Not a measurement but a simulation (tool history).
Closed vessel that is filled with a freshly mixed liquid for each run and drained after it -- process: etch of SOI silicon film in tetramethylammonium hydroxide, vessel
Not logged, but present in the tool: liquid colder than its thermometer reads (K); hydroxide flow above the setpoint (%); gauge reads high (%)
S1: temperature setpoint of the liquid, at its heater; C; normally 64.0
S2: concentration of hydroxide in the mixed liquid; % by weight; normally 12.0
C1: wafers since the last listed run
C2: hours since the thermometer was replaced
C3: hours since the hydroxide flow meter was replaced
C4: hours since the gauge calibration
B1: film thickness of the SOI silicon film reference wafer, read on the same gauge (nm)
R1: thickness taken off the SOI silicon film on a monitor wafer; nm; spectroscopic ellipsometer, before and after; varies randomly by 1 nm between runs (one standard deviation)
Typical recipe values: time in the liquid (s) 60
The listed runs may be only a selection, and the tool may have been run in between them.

Run 1, hour 0.0: usual settings; C1 0; C2 1964.9; C3 1344.0; C4 207.0; B1 59.99. Result: R1 275.27 nm.
Run 2, hour 24.8: usual settings; C1 2250; C2 1989.7; C3 1368.8; C4 231.8; B1 60.03. Result: R1 275.17 nm.
Run 3, hour 74.9: usual settings; C1 4546; C2 2039.8; C3 1418.9; C4 281.9; B1 59.99. Result: R1 274.45 nm.
Run 4, hour 115.6: usual settings but S2 14.0 % by weight; C1 3693; C2 2080.5; C3 1459.6; C4 322.6; B1 60.00. Result: R1 253.58 nm.
Run 5, hour 175.0: usual settings but S2 14.0 % by weight; C1 5390; C2 2139.9; C3 1519.0; C4 382.0; B1 60.01. Result: R1 253.57 nm.
Run 6, hour 225.7: usual settings but S2 14.0 % by weight; C1 4601; C2 2190.6; C3 1569.7; C4 432.7; B1 60.00. Result: R1 251.96 nm.
Run 7, hour 285.7: usual settings; C1 5445; C2 2250.6; C3 1629.7; C4 492.7; B1 60.00. Result: R1 271.14 nm.
Run 8, hour 324.7: usual settings but time in the liquid (s) 70; C1 3539; C2 2289.6; C3 1668.7; C4 531.7; B1 59.98. Result: R1 318.32 nm.
Run 9, hour 377.1: usual settings; C1 4755; C2 2342.0; C3 1721.1; C4 584.1; B1 59.95. Result: R1 271.91 nm.
At hour 378.7: gauge calibrated.
Run 10, hour 442.8: usual settings; C1 5962; C2 2407.7; C3 1786.8; C4 64.1; B1 60.01. Result: R1 270.74 nm.
Run 11, hour 498.4: usual settings; C1 5045; C2 2463.3; C3 1842.4; C4 119.7; B1 60.01. Result: R1 268.48 nm.
Run 12, hour 559.3: usual settings; C1 5526; C2 2524.2; C3 1903.3; C4 180.6; B1 60.01. Result: R1 268.77 nm.
Run 13, hour 585.3: usual settings; C1 2359; C2 2550.2; C3 1929.3; C4 206.6; B1 60.00. Result: R1 267.86 nm.
Run 14, hour 617.4: usual settings but S2 9.0 % by weight; C1 2913; C2 2582.3; C3 1961.4; C4 238.7; B1 60.01. Result: R1 300.33 nm.
At hour 643.5: hydroxide flow meter replaced.
Run 15, hour 663.3: usual settings but S1 56.5 C; C1 4074; C2 2628.2; C3 19.8; C4 284.6; B1 60.01. Result: R1 174.43 nm.
At hour 670.0: thermometer replaced.
Run 16, hour 722.6: usual settings but S1 61.5 C; C1 5290; C2 52.6; C3 79.1; C4 343.9; B1 60.01. Result: R1 248.71 nm.
Run 17, hour 756.3: usual settings but S1 68.0 C, S2 13.0 % by weight, time in the liquid (s) 50; C1 3058; C2 86.3; C3 112.8; C4 377.6; B1 59.99. Result: R1 296.61 nm.
Run 18, hour 799.0: usual settings but time in the liquid (s) 85; C1 3875; C2 129.0; C3 155.5; C4 420.3; B1 60.00. Result: R1 409.43 nm.
Run 19, hour 838.0: usual settings but S1 69.5 C; C1 3539; C2 168.0; C3 194.5; C4 459.3; B1 60.01. Result: R1 399.98 nm.
Run 20, hour 869.9: usual settings but time in the liquid (s) 85; C1 2895; C2 199.9; C3 226.4; C4 491.2; B1 59.99. Result: R1 408.02 nm.
Run 21, hour 938.5: usual settings; C1 6225; C2 268.5; C3 295.0; C4 559.8; B1 60.00. Result: R1 288.77 nm.
At hour 976.1: gauge calibrated.
Run 22, hour 1046.5: usual settings; C1 9801; C2 376.5; C3 403.0; C4 70.4; B1 59.98. Result: R1 286.37 nm.
Run 23, hour 1098.9: usual settings but S2 13.0 % by weight; C1 4755; C2 428.9; C3 455.4; C4 122.8; B1 60.01. Result: R1 277.45 nm.

What if the next run were any one of these 4? Each begins from the tool's condition after run 23:
Run A, hour 1099.6: usual settings; C1 63; C2 429.6; C3 456.1; C4 123.5; B1 ?. Result: R1 ?.
Run B, hour 1099.6: usual settings but S1 57.0 C, S2 10.5 % by weight, time in the liquid (s) 35; C1 63; C2 429.6; C3 456.1; C4 123.5; B1 ?. Result: R1 ?.
Run C, hour 1099.6: usual settings but S1 66.0 C, S2 15.0 % by weight, time in the liquid (s) 80; C1 63; C2 429.6; C3 456.1; C4 123.5; B1 ?. Result: R1 ?.
Run D, hour 1099.6: usual settings but S1 58.0 C; C1 63; C2 429.6; C3 456.1; C4 123.5; B1 ?. Result: R1 ?.

run     B1      R1
  A  59.94  285.34
  B  59.94  113.38
  C  59.94  387.34
  D  59.94  196.56
What these runs would have given with no unlogged condition in the tool:
run      R1
  A  292.75
  B  116.02
  C  395.78
  D  201.73
